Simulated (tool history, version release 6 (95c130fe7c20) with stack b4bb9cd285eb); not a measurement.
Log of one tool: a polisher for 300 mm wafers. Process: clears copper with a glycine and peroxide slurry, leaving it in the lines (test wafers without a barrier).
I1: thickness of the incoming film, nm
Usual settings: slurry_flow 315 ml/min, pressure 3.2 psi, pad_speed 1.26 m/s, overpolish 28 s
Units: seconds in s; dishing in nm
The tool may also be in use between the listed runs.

Run 1, hour 0.0: usual settings; I1 685.6. Result: seconds 100.3 s, dishing 91.7 nm.
Run 2, hour 14.0: usual settings; I1 669.6. Result: seconds 98.6 s, dishing 91.0 nm.
Run 3, hour 25.7: usual settings; I1 675.5. Result: seconds 101.0 s, dishing 93.8 nm.
Run 4, hour 33.8: usual settings; I1 679.4. Result: seconds 103.5 s, dishing 95.8 nm.
At hour 50.9: worn pad replaced by a new one.
Run 5, hour 58.8: usual settings; I1 664.4. Result: seconds 97.5 s, dishing 94.9 nm.
Run 6, hour 84.0: usual settings but pad_speed 1.14 m/s; I1 679.4. Result: seconds 105.5 s, dishing 94.3 nm.
Run 7, hour 99.4: usual settings but pad_speed 1.14 m/s; I1 663.5. Result: seconds 107.1 s, dishing 90.3 nm.
Run 8, hour 116.8: usual settings but pad_speed 1.14 m/s; I1 683.2. Result: seconds 115.6 s, dishing 91.7 nm.
Run 9, hour 123.2: usual settings but pad_speed 1.16 m/s; I1 681.1. Result: seconds 110.5 s, dishing 87.2 nm.
At hour 128.8: worn pad replaced by a new one.
Run 10, hour 140.7: usual settings but pad_speed 1.16 m/s; I1 669.0. Result: seconds 105.7 s, dishing 95.1 nm.
Run 11, hour 154.4: usual settings but pad_speed 1.16 m/s; I1 665.3. Result: seconds 107.2 s, dishing 90.8 nm.
Run 12, hour 164.2: usual settings but overpolish 15 s; I1 681.2. Result: seconds 103.0 s, dishing 59.8 nm.
Run 13, hour 181.8: usual settings but overpolish 15 s; I1 687.1. Result: seconds 105.9 s, dishing 60.6 nm.
At hour 196.0: head pressure recalibrated.
Run 14, hour 199.8: usual settings but pressure 3.5 psi, pad_speed 1.08 m/s; I1 676.4. Result: seconds 111.0 s, dishing 91.2 nm.
At hour 217.4: worn pad replaced by a new one.
Run 15, hour 217.9: usual settings but pressure 2.2 psi, overpolish 43 s; I1 668.3. Result: seconds 135.6 s, dishing 100.4 nm.
Run 16, hour 227.8: usual settings; I1 672.7. Result: seconds 103.7 s, dishing 90.6 nm.
At hour 229.3: slurry nozzle cleaned.
Run 17, hour 242.6: usual settings but slurry_flow 395 ml/min, pad_speed 1.60 m/s, overpolish 34 s; I1 682.6. Result: seconds 84.3 s, dishing 116.6 nm.
Run 18, hour 259.0: usual settings but slurry_flow 425 ml/min, overpolish 20 s; I1 660.8. Result: seconds 94.6 s, dishing 78.5 nm.
Run 19, hour 266.7: usual settings; I1 668.9. Result: seconds 98.5 s, dishing 94.8 nm.
Run 20, hour 278.7: usual settings but slurry_flow 225 ml/min, pad_speed 0.86 m/s, overpolish 13 s; I1 679.7. Result: seconds 129.6 s, dishing 46.7 nm.
Run 21, hour 285.4: usual settings; I1 667.4. Result: seconds 101.1 s, dishing 93.8 nm.
At hour 297.2: worn pad replaced by a new one.
Run 22, hour 307.6: usual settings but slurry_flow 240 ml/min; I1 672.1. Result: seconds 98.8 s, dishing 92.6 nm.
Run 23, hour 322.7: usual settings; I1 684.2. Result: seconds 97.9 s, dishing 98.8 nm.
Run 24, hour 342.8: usual settings; I1 688.5. Result: seconds 99.4 s, dishing 93.6 nm.
Run 25, hour 350.1: usual settings but slurry_flow 360 ml/min, pressure 2.7 psi, pad_speed 1.42 m/s, overpolish 12 s; I1 669.5. Result: seconds 107.4 s, dishing 49.6 nm.
Run 26, hour 363.1: usual settings but pressure 2.5 psi, overpolish 45 s; I1 678.0. Result: seconds 125.0 s, dishing 108.5 nm.
Run 27, hour 369.9: usual settings but pressure 2.3 psi, overpolish 11 s; I1 671.7. Result: seconds 131.7 s, dishing 36.6 nm.
At hour 374.3: worn pad replaced by a new one.
Run 28, hour 383.7: usual settings but pressure 3.5 psi, pad_speed 1.08 m/s; I1 685.8. Result: seconds 100.1 s, dishing 99.0 nm.
Run 29, hour 393.9: usual settings but overpolish 12 s; I1 663.9. Result: seconds 96.4 s, dishing 54.0 nm.

3 ways to go on from here, each from the tool as it stands after run 29. What would each give?
Run A, hour 394.4: usual settings; I1 665.0. Result: seconds ?, dishing ?.
Run B, hour 394.4: usual settings but pressure 3.6 psi; I1 665.0. Result: seconds ?, dishing ?.
Run C, hour 394.4: usual settings but overpolish 17 s; I1 665.0. Result: seconds ?, dishing ?.

run  seconds  dishing
  A     96.7     98.7
  B     88.1    105.3
  C     96.7     70.7
Without the tool's hidden state the same runs would have given:
run  seconds  dishing
  A     93.7    100.6
  B     85.3    107.2
  C     93.7     72.4

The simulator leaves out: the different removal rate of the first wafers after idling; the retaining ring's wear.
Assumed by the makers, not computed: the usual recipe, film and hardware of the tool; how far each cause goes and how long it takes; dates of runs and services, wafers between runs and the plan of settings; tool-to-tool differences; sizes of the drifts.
